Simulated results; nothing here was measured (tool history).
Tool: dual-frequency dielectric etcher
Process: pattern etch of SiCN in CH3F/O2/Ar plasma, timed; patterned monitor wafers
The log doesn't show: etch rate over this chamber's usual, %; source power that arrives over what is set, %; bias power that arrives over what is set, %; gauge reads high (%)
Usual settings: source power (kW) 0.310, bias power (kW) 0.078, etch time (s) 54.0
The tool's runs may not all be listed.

run	hour	source power (kW)	bias power (kW)	etch time (s)	wafers since the last listed run	hours since the last wet clean	hours since the last source power generator calibration	hours since the last bias power generator calibration	hours since the last upper electrode change	hours since the gauge calibration	read-back reference wafer on the same gauge, depth_nm	mean etch depth across the wafer (nm)
1	0.0	0.310	0.078	43.0	0	175.7	1932.8	3423.4	4242.6	260.0	18.01	15.75
2	55.8	0.310	0.078	54.0	690	231.5	1988.6	3479.2	4298.4	315.8	18.05	19.72
3	108.0	0.310	0.078	54.0	646	283.7	2040.8	3531.4	4350.6	368.0	18.01	19.86
4	140.8	0.310	0.078	65.0	406	316.5	2073.6	3564.2	4383.4	400.8	17.97	23.88
5	173.3	0.310	0.078	65.0	402	349.0	2106.1	3596.7	4415.9	433.3	17.98	24.30
6	198.1	0.310	0.078	65.0	307	373.8	2130.9	3621.5	4440.7	458.1	17.98	24.03
7	253.8	0.310	0.089	54.0	689	429.5	2186.6	3677.2	4496.4	513.8	18.03	20.90
8	322.6	0.310	0.089	54.0	851	498.3	2255.4	3746.0	4565.2	582.6	18.02	20.90
9	362.4	0.310	0.078	62.0	492	538.1	2295.2	3785.8	4605.0	622.4	18.06	22.96
10	400.8	0.310	0.078	62.0	475	576.5	2333.6	3824.2	4643.4	660.8	18.02	23.03
# hour 460.6: wet clean of the chamber
11	461.1	0.310	0.078	62.0	449	0.5	2393.9	3884.5	4703.7	721.1	18.05	23.70
12	524.0	0.310	0.062	65.0	778	63.4	2456.8	3947.4	4766.6	784.0	18.03	23.12
# hour 540.1: source power generator calibrated
13	594.5	0.310	0.062	65.0	823	133.9	54.4	4017.9	4837.1	854.5	17.98	23.14
# hour 654.0: upper electrode replaced
14	654.5	0.310	0.078	54.0	445	193.9	114.4	4077.9	0.5	914.5	18.00	20.67
15	715.5	0.350	0.090	54.0	755	254.9	175.4	4138.9	61.5	975.5	17.99	23.20
16	784.7	0.310	0.078	39.0	856	324.1	244.6	4208.1	130.7	1044.7	17.96	15.24
17	819.2	0.310	0.097	46.0	427	358.6	279.1	4242.6	165.2	1079.2	18.03	19.15
# hour 845.4: wet clean of the chamber, repeated, since the last time left the tool worse
# hour 886.5: bias power generator calibrated
18	980.6	0.310	0.078	54.0	1651	135.2	440.5	94.1	326.6	1240.6	18.03	19.59
19	1035.7	0.310	0.078	54.0	682	190.3	495.6	149.2	381.7	1295.7	17.98	19.60
20	1061.3	0.270	0.092	48.5	316	215.9	521.2	174.8	407.3	1321.3	17.98	17.03
# hour 1097.7: gauge calibrated
21	1126.6	0.340	0.063	63.0	808	281.2	586.5	240.1	472.6	28.9	17.99	22.62
22	1166.5	0.350	0.089	54.0	493	321.1	626.4	280.0	512.5	68.8	17.99	21.78
23	1235.0	0.370	0.058	41.0	847	389.6	694.9	348.5	581.0	137.3	18.03	15.15
24	1282.9	0.310	0.071	54.0	592	437.5	742.8	396.4	628.9	185.2	17.97	19.54
25	1330.3	0.310	0.078	54.0	586	484.9	790.2	443.8	676.3	232.6	17.99	19.98
26	1396.4	0.350	0.061	60.5	818	551.0	856.3	509.9	742.4	298.7	18.04	22.13
# hour 1451.3: wet clean of the chamber
27	1451.8	0.350	0.078	38.5	388	0.5	911.7	565.3	797.8	354.1	18.00	14.91
28	1463.4	0.330	0.078	54.0	143	12.1	923.3	576.9	809.4	365.7	17.96	20.52
29	1523.5	0.310	0.078	54.0	744	72.2	983.4	637.0	869.5	425.8	18.04	19.46
30	1561.9	0.310	0.078	54.0	475	110.6	1021.8	675.4	907.9	464.2	18.00	19.74
31	1627.9	0.310	0.058	58.0	817	176.6	1087.8	741.4	973.9	530.2	18.01	19.32

The same runs without the tool's hidden state, with the same run-to-run variation:
run	mean etch depth across the wafer (nm)
1	15.60
2	19.48
3	19.58
4	23.51
5	23.88
6	23.59
7	20.47
8	20.41
9	22.38
10	22.41
11	22.54
12	21.93
13	21.88
14	19.49
15	21.82
16	14.29
17	17.93
18	19.58
19	19.54
20	16.95
21	22.46
22	21.59
23	14.97
24	19.26
25	19.65
26	21.71
27	14.92
28	20.52
29	19.40
30	19.65
31	19.17
